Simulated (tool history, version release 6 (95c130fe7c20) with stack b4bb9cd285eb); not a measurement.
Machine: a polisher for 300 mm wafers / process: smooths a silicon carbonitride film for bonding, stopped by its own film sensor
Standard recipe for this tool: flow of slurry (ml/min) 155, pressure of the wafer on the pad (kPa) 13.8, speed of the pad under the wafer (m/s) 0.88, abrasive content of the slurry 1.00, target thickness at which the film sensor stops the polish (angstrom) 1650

run	hour	flow of slurry (ml/min)	pressure of the wafer on the pad (kPa)	speed of the pad under the wafer (m/s)	abrasive content of the slurry	target thickness at which the film sensor stops the polish (angstrom)	wafers since the last listed run	wafers polished on this pad	hours since the slurry nozzle was cleaned	hours since the head pressure was calibrated	hours since the slurry blender was calibrated	incoming thickness of the incoming film, nm	time until the film sensor stopped the polish (s)
1	0.0	155	13.8	0.88	1.00	1650	0	558	50.7	78.7	120.7	181.2	79.7
2	33.3	155	13.8	0.88	1.00	1650	218	776	84.0	112.0	154.0	180.5	78.0
3	52.1	155	13.8	0.88	1.00	1650	123	899	102.8	130.8	172.8	181.5	82.0
4	73.4	155	13.8	1.04	1.00	1650	139	1038	124.1	152.1	194.1	181.1	74.3
5	98.9	155	13.8	1.04	1.00	1650	167	1206	149.6	177.6	219.6	179.7	69.0
# hour 110.3: worn pad replaced by a new one
6	114.8	155	17.2	0.74	1.00	1650	77	29	165.5	193.5	235.5	177.9	58.0
7	131.4	195	13.8	0.88	1.10	1650	108	138	182.1	210.1	252.1	182.5	82.8
8	153.2	195	13.8	0.88	1.10	1650	142	281	203.9	231.9	273.9	179.2	65.9
9	165.7	195	13.8	0.88	1.10	1650	81	363	216.4	244.4	286.4	179.5	67.9
# hour 175.9: slurry nozzle cleaned
10	200.4	155	13.8	0.88	1.00	1650	220	583	24.5	279.1	321.1	181.3	80.2
11	223.3	155	13.8	0.88	1.00	1650	150	733	47.4	302.0	344.0	178.0	64.6
12	240.7	155	13.8	0.88	1.00	1650	113	847	64.8	319.4	361.4	182.7	87.5
# hour 307.2: worn pad replaced by a new one
# hour 323.0: slurry blender recalibrated
13	344.0	155	13.8	0.88	0.90	1630	637	228	168.1	422.7	21.0	181.9	104.8
14	371.2	155	16.5	0.88	1.20	1660	178	406	195.3	449.9	48.2	178.4	47.9
15	389.1	155	13.8	0.88	1.00	1650	117	523	213.2	467.8	66.1	181.6	84.9
16	405.2	155	13.8	0.88	1.00	1650	105	629	229.3	483.9	82.2	180.4	78.6
# hour 411.3: slurry nozzle cleaned
17	439.6	155	13.8	1.04	1.00	1650	218	847	28.3	518.3	116.6	179.2	64.3
18	454.2	155	13.8	0.88	1.00	1650	95	943	42.9	532.9	131.2	180.0	74.0
# hour 487.1: worn pad replaced by a new one
19	490.0	185	18.6	0.88	1.00	1680	208	19	78.7	568.7	167.0	180.4	46.7
20	505.2	155	13.8	0.88	1.00	1650	99	118	93.9	583.9	182.2	178.7	69.2
21	535.6	155	13.8	0.88	1.00	1690	199	317	124.3	614.3	212.6	180.2	56.7
# hour 582.2: head pressure recalibrated
22	620.5	155	9.7	0.88	1.00	1670	543	860	209.2	38.3	297.5	181.0	99.2
23	640.4	155	9.7	0.62	1.00	1680	130	991	229.1	58.2	317.4	178.5	86.4
# hour 644.5: slurry nozzle cleaned
# hour 656.1: worn pad replaced by a new one
24	664.2	195	10.3	0.88	1.25	1650	123	52	19.7	82.0	341.2	179.7	79.1
25	690.4	120	10.3	0.88	1.25	1690	171	224	45.9	108.2	367.4	180.9	69.7
26	716.1	155	13.8	1.00	0.70	1650	168	392	71.6	133.9	393.1	180.6	100.8
# hour 718.6: slurry blender recalibrated
27	739.0	155	13.8	0.80	1.00	1630	136	529	94.5	156.8	20.4	180.1	91.1
28	755.2	155	9.0	0.78	0.75	1700	106	635	110.7	173.0	36.6	182.9	130.8
29	775.7	155	13.8	0.88	1.00	1650	134	770	131.2	193.5	57.1	178.7	69.5
30	810.0	155	13.8	0.88	1.00	1650	224	994	165.5	227.8	91.4	179.3	72.9
31	825.0	155	15.9	0.88	1.00	1650	98	1093	180.5	242.8	106.4	178.3	60.2

Consider 3 possible next runs. They are alternatives, not a sequence: every one starts from the tool as it was left by run 31. What does each give?
A	825.4	155	13.8	0.64	1.00	1650	2	1095	180.9	243.2	106.8	182.1	?
B	825.4	155	13.8	1.16	1.00	1650	2	1095	180.9	243.2	106.8	182.1	?
C	825.4	180	13.8	1.06	1.00	1650	2	1095	180.9	243.2	106.8	182.1	?

run	time until the film sensor stopped the polish (s)
A	102.3
B	77.1
C	79.1
Without the tool's hidden state the same runs would have given:
run	time until the film sensor stopped the polish (s)
A	95.8
B	72.2
C	74.5

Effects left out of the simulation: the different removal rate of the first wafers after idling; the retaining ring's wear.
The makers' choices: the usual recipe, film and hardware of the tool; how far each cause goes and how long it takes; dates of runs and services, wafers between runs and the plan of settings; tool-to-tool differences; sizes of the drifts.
